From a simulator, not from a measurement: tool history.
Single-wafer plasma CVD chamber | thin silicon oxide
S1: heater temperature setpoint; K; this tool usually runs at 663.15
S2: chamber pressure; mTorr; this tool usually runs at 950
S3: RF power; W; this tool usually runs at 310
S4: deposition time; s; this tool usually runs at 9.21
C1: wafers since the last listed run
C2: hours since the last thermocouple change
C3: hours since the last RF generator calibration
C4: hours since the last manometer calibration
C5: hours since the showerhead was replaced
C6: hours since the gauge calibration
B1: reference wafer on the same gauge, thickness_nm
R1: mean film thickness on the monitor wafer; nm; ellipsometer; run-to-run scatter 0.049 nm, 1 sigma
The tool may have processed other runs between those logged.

run 1 hour=0.0 | S1=663.15 S2=826 S3=310 S4=9.21 | C1=0 C2=755.2 C3=667.8 C4=754.3 C5=7051.4 C6=718.0 | B1=20.100 | R1=15.992
run 2 hour=59.9 | S1=663.15 S2=826 S3=310 S4=9.21 | C1=1587 C2=815.1 C3=727.7 C4=814.2 C5=7111.3 C6=777.9 | B1=20.084 | R1=16.041
run 3 hour=100.7 | S1=663.15 S2=950 S3=310 S4=9.21 | C1=1081 C2=855.9 C3=768.5 C4=855.0 C5=7152.1 C6=818.7 | B1=20.102 | R1=18.440
run 4 hour=151.0 | S1=663.15 S2=950 S3=310 S4=9.21 | C1=1333 C2=906.2 C3=818.8 C4=905.3 C5=7202.4 C6=869.0 | B1=20.107 | R1=18.496
run 5 hour=177.3 | S1=663.15 S2=877 S3=310 S4=9.21 | C1=697 C2=932.5 C3=845.1 C4=931.6 C5=7228.7 C6=895.3 | B1=20.096 | R1=16.944
run 6 hour=239.8 | S1=663.15 S2=877 S3=310 S4=9.21 | C1=1656 C2=995.0 C3=907.6 C4=994.1 C5=7291.2 C6=957.8 | B1=20.099 | R1=16.956
run 7 hour=422.6 | S1=663.15 S2=877 S3=310 S4=9.21 | C1=4845 C2=1177.8 C3=1090.4 C4=1176.9 C5=7474.0 C6=1140.6 | B1=20.100 | R1=17.050
run 8 hour=463.3 | S1=663.15 S2=845 S3=310 S4=9.21 | C1=1078 C2=1218.5 C3=1131.1 C4=1217.6 C5=7514.7 C6=1181.3 | B1=20.086 | R1=16.322
run 9 hour=494.3 | S1=663.15 S2=950 S3=310 S4=9.21 | C1=821 C2=1249.5 C3=1162.1 C4=1248.6 C5=7545.7 C6=1212.3 | B1=20.095 | R1=18.391
run 10 hour=556.1 | S1=658.15 S2=950 S3=310 S4=10.09 | C1=1638 C2=1311.3 C3=1223.9 C4=1310.4 C5=7607.5 C6=1274.1 | B1=20.105 | R1=20.185
run 11 hour=702.8 | S1=677.15 S2=950 S3=260 S4=9.21 | C1=3888 C2=1458.0 C3=1370.6 C4=1457.1 C5=7754.2 C6=1420.8 | B1=20.109 | R1=16.577
run 12 hour=727.9 | S1=663.15 S2=950 S3=255 S4=10.86 | C1=665 C2=1483.1 C3=1395.7 C4=1482.2 C5=7779.3 C6=1445.9 | B1=20.101 | R1=19.580
run 13 hour=763.3 | S1=663.15 S2=950 S3=310 S4=9.21 | C1=938 C2=1518.5 C3=1431.1 C4=1517.6 C5=7814.7 C6=1481.3 | B1=20.111 | R1=18.324
run 14 hour=790.4 | S1=657.15 S2=950 S3=270 S4=7.52 | C1=718 C2=1545.6 C3=1458.2 C4=1544.7 C5=7841.8 C6=1508.4 | B1=20.123 | R1=14.005
-- hour=811.9 thermocouple changed; heater temperature recalibrated
run 15 hour=830.0 | S1=663.15 S2=950 S3=310 S4=9.21 | C1=837 C2=18.1 C3=1497.8 C4=1584.3 C5=7881.4 C6=1548.0 | B1=20.095 | R1=18.389
-- hour=842.0 gauge calibrated
-- hour=842.9 RF generator calibrated
-- hour=862.8 showerhead replaced, of another model than before
run 16 hour=881.4 | S1=663.15 S2=1049 S3=310 S4=9.88 | C1=938 C2=69.5 C3=38.5 C4=1635.7 C5=18.6 C6=39.4 | B1=20.100 | R1=21.377
-- hour=920.5 capacitance manometer re-zeroed and calibrated
run 17 hour=921.0 | S1=663.15 S2=950 S3=310 S4=7.94 | C1=837 C2=109.1 C3=78.1 C4=0.5 C5=58.2 C6=79.0 | B1=20.088 | R1=16.232
run 18 hour=964.3 | S1=663.15 S2=950 S3=310 S4=9.21 | C1=1147 C2=152.4 C3=121.4 C4=43.8 C5=101.5 C6=122.3 | B1=20.105 | R1=18.618
run 19 hour=1014.5 | S1=663.15 S2=950 S3=270 S4=9.87 | C1=1330 C2=202.6 C3=171.6 C4=94.0 C5=151.7 C6=172.5 | B1=20.114 | R1=17.489
run 20 hour=1179.3 | S1=663.15 S2=852 S3=310 S4=9.21 | C1=4368 C2=367.4 C3=336.4 C4=258.8 C5=316.5 C6=337.3 | B1=20.114 | R1=17.152
run 21 hour=1215.2 | S1=658.15 S2=950 S3=370 S4=9.21 | C1=951 C2=403.3 C3=372.3 C4=294.7 C5=352.4 C6=373.2 | B1=20.109 | R1=20.891
run 22 hour=1267.2 | S1=663.15 S2=733 S3=310 S4=9.21 | C1=1378 C2=455.3 C3=424.3 C4=346.7 C5=404.4 C6=425.2 | B1=20.088 | R1=15.324
run 23 hour=1320.6 | S1=655.15 S2=950 S3=250 S4=9.21 | C1=1415 C2=508.7 C3=477.7 C4=400.1 C5=457.8 C6=478.6 | B1=20.104 | R1=14.753
run 24 hour=1347.0 | S1=678.15 S2=785 S3=325 S4=9.21 | C1=699 C2=535.1 C3=504.1 C4=426.5 C5=484.2 C6=505.0 | B1=20.097 | R1=16.611
run 25 hour=1411.9 | S1=663.15 S2=950 S3=310 S4=9.21 | C1=1720 C2=600.0 C3=569.0 C4=491.4 C5=549.1 C6=569.9 | B1=20.085 | R1=18.196
run 26 hour=1564.8 | S1=674.15 S2=1100 S3=340 S4=8.73 | C1=4052 C2=752.9 C3=721.9 C4=644.3 C5=702.0 C6=722.8 | B1=20.115 | R1=19.910
run 27 hour=1620.5 | S1=673.15 S2=950 S3=310 S4=9.21 | C1=1476 C2=808.6 C3=777.6 C4=700.0 C5=757.7 C6=778.5 | B1=20.106 | R1=18.038
run 28 hour=1673.3 | S1=651.15 S2=716 S3=310 S4=11.02 | C1=1399 C2=861.4 C3=830.4 C4=752.8 C5=810.5 C6=831.3 | B1=20.087 | R1=18.060
run 29 hour=1743.1 | S1=663.15 S2=1076 S3=350 S4=10.80 | C1=1850 C2=931.2 C3=900.2 C4=822.6 C5=880.3 C6=901.1 | B1=20.110 | R1=24.894

For each entry between runs, how does the tool's hidden state at the last listed run before it compare with that at the first listed run after it?
Logged between run 14 and run 15: thermocouple changed; heater temperature recalibrated (hour 811.9)
  delivered RF power above the setpoint (%): -5.71 -> -5.74
  measured value less the no-hidden-state value, R1: -0.452 -> -0.545 nm
Logged between run 15 and run 16: gauge calibrated (hour 842.0); RF generator calibrated (hour 842.9); showerhead replaced, of another model than before (hour 862.8)
  delivered RF power above the setpoint (%): -5.74 -> -0.625
  measured value less the no-hidden-state value, R1: -0.545 -> -0.103 nm
Logged between run 16 and run 17: capacitance manometer re-zeroed and calibrated (hour 920.5)
  delivered RF power above the setpoint (%): -0.625 -> -1.02
  measured value less the no-hidden-state value, R1: -0.103 -> -0.128 nm
